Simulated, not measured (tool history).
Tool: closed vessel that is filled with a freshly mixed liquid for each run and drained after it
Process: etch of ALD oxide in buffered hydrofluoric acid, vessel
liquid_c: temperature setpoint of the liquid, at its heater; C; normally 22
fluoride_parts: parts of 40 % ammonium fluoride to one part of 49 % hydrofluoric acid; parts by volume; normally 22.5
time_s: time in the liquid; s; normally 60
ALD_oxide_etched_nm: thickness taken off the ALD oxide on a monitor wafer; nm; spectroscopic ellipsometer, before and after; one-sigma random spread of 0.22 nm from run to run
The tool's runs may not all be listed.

| run | hour | liquid_c | fluoride_parts | time_s | read-back film thickness of the ALD oxide reference wafer, read on the same gauge (nm) | ALD_oxide_etched_nm |
|---|---|---|---|---|---|---|
| 1 | 0 | 22 | 22.5 | 60 | 99.98 | 55.95 |
| 2 | 91.4 | 22 | 22.5 | 60 | 100 | 55.83 |
| 3 | 164.4 | 19.5 | 22.5 | 60 | 99.98 | 48.4 |
| 4 | 262.8 | 22 | 22.5 | 60 | 100 | 55.24 |
| 5 | 325.9 | 22 | 22.5 | 60 | 100.02 | 55.34 |
| 6 | 389.9 | 22 | 15.5 | 60 | 100 | 77.32 |
| 7 | 434.1 | 22 | 15.5 | 60 | 100 | 77.48 |
| 8 | 502.8 | 22 | 22.5 | 60 | 100 | 55.09 |
| 9 | 609.4 | 22 | 22.5 | 60 | 100 | 55.44 |
| 10 | 645.5 | 22 | 22.5 | 75 | 99.98 | 69.08 |
| 11 | 719.9 | 22 | 22.5 | 75 | 100 | 69.47 |
| 12 | 756.2 | 22 | 22.5 | 60 | 100.01 | 55.55 |
| 13 | 857.7 | 22 | 29.5 | 60 | 100 | 45.83 |
| 14 | 954.3 | 26 | 22.5 | 60 | 100.01 | 68.57 |
| 15 | 1031.8 | 18 | 25.5 | 60 | 99.99 | 40.79 |
|  | 1040.5 | gauge calibrated |
| 16 | 1127.8 | 19.5 | 28.5 | 40 | 99.98 | 27.13 |
| 17 | 1187 | 22 | 22.5 | 35 | 99.99 | 32.08 |
|  | 1322.1 | thermometer replaced |
| 18 | 1407 | 19.5 | 27.5 | 30 | 99.99 | 21.31 |
| 19 | 1618 | 20 | 30 | 30 | 99.98 | 20.57 |
| 20 | 1674.3 | 22 | 22.5 | 60 | 100.01 | 55.76 |
|  | 1716.1 | hydrofluoric acid flow meter replaced |
| 21 | 1780.4 | 24.5 | 22.5 | 60 | 99.98 | 63.96 |
| 22 | 1850.9 | 26.5 | 14 | 95 | 99.99 | 173.17 |
| 23 | 1940.9 | 22 | 22.5 | 60 | 100.04 | 55.65 |
| 24 | 2014.7 | 17 | 14.5 | 35 | 100.02 | 36.46 |
| 25 | 2057.5 | 24.5 | 14 | 45 | 100 | 74.25 |
| 26 | 2124 | 22 | 30 | 85 | 99.99 | 64.24 |
| 27 | 2177.7 | 22 | 22.5 | 60 | 100.01 | 55.82 |
| 28 | 2228 | 22 | 30 | 50 | 99.99 | 37.95 |
| 29 | 2280.4 | 22 | 22.5 | 60 | 100 | 55.72 |
| 30 | 2341.5 | 22 | 22.5 | 45 | 100 | 41.56 |
| 31 | 2388.3 | 17.5 | 14 | 75 | 99.99 | 83.49 |
| 32 | 2494.5 | 26 | 30 | 90 | 99.99 | 85.38 |
| 33 | 2538.4 | 22 | 18.5 | 60 | 99.98 | 65.24 |

The tool's hidden state at each run:
hydrofluoric acid flow below the setpoint (%): 0, the same for each run
gauge reads high (%): 0, the same for each run
H1: liquid colder than its thermometer reads (K)
| run | H1 |
|---|---|
| 1 | 0.148 |
| 2 | 0.161 |
| 3 | 0.171 |
| 4 | 0.185 |
| 5 | 0.194 |
| 6 | 0.203 |
| 7 | 0.209 |
| 8 | 0.219 |
| 9 | 0.234 |
| 10 | 0.239 |
| 11 | 0.249 |
| 12 | 0.255 |
| 13 | 0.269 |
| 14 | 0.282 |
| 15 | 0.293 |
| 16 | 0.307 |
| 17 | 0.315 |
| 18 | 0.0597 |
| 19 | 0.0895 |
| 20 | 0.0974 |
| 21 | 0.112 |
| 22 | 0.122 |
| 23 | 0.135 |
| 24 | 0.145 |
| 25 | 0.152 |
| 26 | 0.161 |
| 27 | 0.168 |
| 28 | 0.176 |
| 29 | 0.183 |
| 30 | 0.192 |
| 31 | 0.198 |
| 32 | 0.213 |
| 33 | 0.219 |

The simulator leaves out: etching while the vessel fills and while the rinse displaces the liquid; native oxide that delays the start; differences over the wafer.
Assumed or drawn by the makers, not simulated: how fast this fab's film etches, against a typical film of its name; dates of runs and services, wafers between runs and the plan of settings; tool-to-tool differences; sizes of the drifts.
